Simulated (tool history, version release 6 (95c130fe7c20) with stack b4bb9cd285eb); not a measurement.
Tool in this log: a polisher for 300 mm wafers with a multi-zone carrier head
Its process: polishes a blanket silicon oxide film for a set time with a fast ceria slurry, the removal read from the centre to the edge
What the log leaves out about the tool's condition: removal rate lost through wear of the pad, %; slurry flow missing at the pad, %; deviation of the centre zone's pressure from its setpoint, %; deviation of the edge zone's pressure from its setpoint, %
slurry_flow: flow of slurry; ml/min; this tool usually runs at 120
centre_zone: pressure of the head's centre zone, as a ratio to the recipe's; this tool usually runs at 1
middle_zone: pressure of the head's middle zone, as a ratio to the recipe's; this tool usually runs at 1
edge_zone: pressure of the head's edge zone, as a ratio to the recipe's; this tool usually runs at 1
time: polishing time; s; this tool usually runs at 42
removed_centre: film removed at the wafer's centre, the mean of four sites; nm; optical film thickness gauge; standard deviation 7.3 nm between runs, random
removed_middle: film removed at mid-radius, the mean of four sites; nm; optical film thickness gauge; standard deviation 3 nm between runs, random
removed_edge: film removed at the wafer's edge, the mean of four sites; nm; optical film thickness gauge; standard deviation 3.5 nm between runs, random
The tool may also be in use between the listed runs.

| run | day | slurry_flow | centre_zone | middle_zone | edge_zone | time | wafers since the last listed run | wafers polished on this pad | hours since the slurry nozzle was cleaned | hours since the centre zone pressure was calibrated | hours since the edge zone pressure was calibrated | hours since the carrier head's membrane was replaced | incoming thickness of the incoming film, nm | removed_centre | removed_middle | removed_edge |
|---|---|---|---|---|---|---|---|---|---|---|---|---|---|---|---|---|
| 1 | 0 | 120 | 1 | 1 | 1 | 42 | 0 | 1274 | 132.8 | 52 | 631.7 | 1291.5 | 1564.7 | 465.6 | 472.7 | 467.7 |
| 2 | 1.675 | 120 | 1 | 1 | 1 | 42 | 570 | 1844 | 173 | 92.2 | 671.9 | 1331.7 | 1576.1 | 469.2 | 466.8 | 465.7 |
|  | 2.496 | worn pad replaced by a new one |
| 3 | 2.812 | 120 | 1 | 1 | 1 | 42 | 330 | 107 | 200.3 | 119.5 | 699.2 | 1359 | 1518.7 | 509.1 | 496.5 | 489.5 |
|  | 4.6 | slurry nozzle cleaned |
| 4 | 4.621 | 120 | 1 | 1 | 1 | 42 | 601 | 709 | 0.5 | 162.9 | 742.6 | 1402.4 | 1574.2 | 479.9 | 479.6 | 471.7 |
| 5 | 7 | 120 | 1 | 1 | 1 | 42 | 810 | 1519 | 57.6 | 220 | 799.7 | 1459.5 | 1552.3 | 471.5 | 470.8 | 470.7 |
| 6 | 9.396 | 120 | 1 | 1 | 1 | 42 | 816 | 2335 | 115.1 | 277.5 | 857.2 | 1517 | 1563.8 | 477.9 | 469.1 | 468.7 |
|  | 10.188 | worn pad replaced by a new one |
| 7 | 10.775 | 120 | 1 | 1 | 1 | 42 | 412 | 200 | 148.2 | 310.6 | 890.3 | 1550.1 | 1561.8 | 448.1 | 446 | 443.1 |
| 8 | 12.075 | 120 | 1 | 1 | 1 | 33 | 442 | 642 | 179.4 | 341.8 | 921.5 | 1581.3 | 1556.5 | 354.3 | 341.4 | 343.5 |
| 9 | 13.375 | 120 | 1 | 1 | 1 | 33 | 442 | 1085 | 210.6 | 373 | 952.7 | 1612.5 | 1578.2 | 344.1 | 334.7 | 335.8 |
|  | 15.158 | slurry nozzle cleaned |
| 10 | 16.162 | 120 | 1 | 1 | 1 | 33 | 935 | 2020 | 24.1 | 439.9 | 1019.6 | 1679.4 | 1557 | 332 | 328.6 | 331.1 |
|  | 17.671 | centre zone pressure recalibrated |
| 11 | 18.425 | 120 | 1 | 1 | 1 | 42 | 742 | 2763 | 78.4 | 18.1 | 1073.9 | 1733.7 | 1551.1 | 430 | 420.6 | 421.8 |
|  | 18.771 | worn pad replaced by a new one, repeated, since the last time left the tool worse |
| 12 | 20.571 | 105 | 1 | 1 | 0.94 | 29 | 674 | 612 | 129.9 | 69.6 | 1125.4 | 1785.2 | 1550.8 | 330.2 | 320.9 | 312.6 |
| 13 | 21.688 | 130 | 1.04 | 1 | 1 | 38 | 380 | 993 | 156.7 | 96.4 | 1152.2 | 1812 | 1557.3 | 460.7 | 435.6 | 427.8 |
|  | 22.967 | carrier head's membrane replaced by a new one |
|  | 23.508 | edge zone pressure recalibrated |
| 14 | 23.529 | 105 | 1 | 1.04 | 1 | 42 | 527 | 1521 | 200.9 | 140.6 | 0.5 | 13.5 | 1528.7 | 455.9 | 475.4 | 457.6 |
|  | 25.142 | worn pad replaced by a new one |
|  | 25.358 | slurry nozzle cleaned |
| 15 | 26.196 | 120 | 1 | 1 | 1 | 42 | 837 | 344 | 20.1 | 204.6 | 64.5 | 77.5 | 1545.6 | 487.3 | 484.8 | 480 |
| 16 | 27.4 | 135 | 1 | 1 | 1 | 42 | 410 | 754 | 49 | 233.5 | 93.4 | 106.4 | 1542 | 494.1 | 482.4 | 486.2 |
| 17 | 28.612 | 90 | 1 | 1.09 | 1.04 | 28 | 412 | 1167 | 78.1 | 262.6 | 122.5 | 135.5 | 1526.8 | 299.7 | 313.6 | 305.9 |
| 18 | 31.296 | 160 | 1.07 | 1 | 1 | 42 | 913 | 2081 | 142.5 | 327 | 186.9 | 199.9 | 1569 | 539.3 | 494.7 | 473.6 |
|  | 32.412 | worn pad replaced by a new one |
| 19 | 33.721 | 85 | 1.09 | 1 | 1 | 54 | 769 | 445 | 200.7 | 385.2 | 245.1 | 258.1 | 1549.7 | 612.7 | 571.9 | 591.8 |
| 20 | 35.65 | 120 | 1 | 1 | 1 | 47 | 657 | 1102 | 247 | 431.5 | 291.4 | 304.4 | 1544 | 534.1 | 529.9 | 529 |

Run by run, hidden condition taken away, random variation retained:
| run | removed_centre | removed_middle | removed_edge |
|---|---|---|---|
| 1 | 493.3 | 500.8 | 495.5 |
| 2 | 500.4 | 497.9 | 496.7 |
| 3 | 513.7 | 500.9 | 493.9 |
| 4 | 499.1 | 498.7 | 490.6 |
| 5 | 498.9 | 498.2 | 498.1 |
| 6 | 509 | 499.6 | 499.1 |
| 7 | 502.4 | 500 | 496.8 |
| 8 | 406.7 | 391.9 | 394.4 |
| 9 | 400.6 | 389.7 | 390.9 |
| 10 | 391.8 | 387.8 | 390.7 |
| 11 | 509.3 | 498.3 | 499.6 |
| 12 | 343.4 | 333.7 | 325.1 |
| 13 | 484.7 | 458.4 | 450.2 |
| 14 | 484.8 | 505.5 | 486.6 |
| 15 | 501.3 | 498.7 | 493.8 |
| 16 | 516.9 | 504.7 | 508.7 |
| 17 | 316.8 | 331.5 | 323.4 |
| 18 | 576.2 | 528.5 | 506 |
| 19 | 631.3 | 589.2 | 609.8 |
| 20 | 562.1 | 557.7 | 556.8 |

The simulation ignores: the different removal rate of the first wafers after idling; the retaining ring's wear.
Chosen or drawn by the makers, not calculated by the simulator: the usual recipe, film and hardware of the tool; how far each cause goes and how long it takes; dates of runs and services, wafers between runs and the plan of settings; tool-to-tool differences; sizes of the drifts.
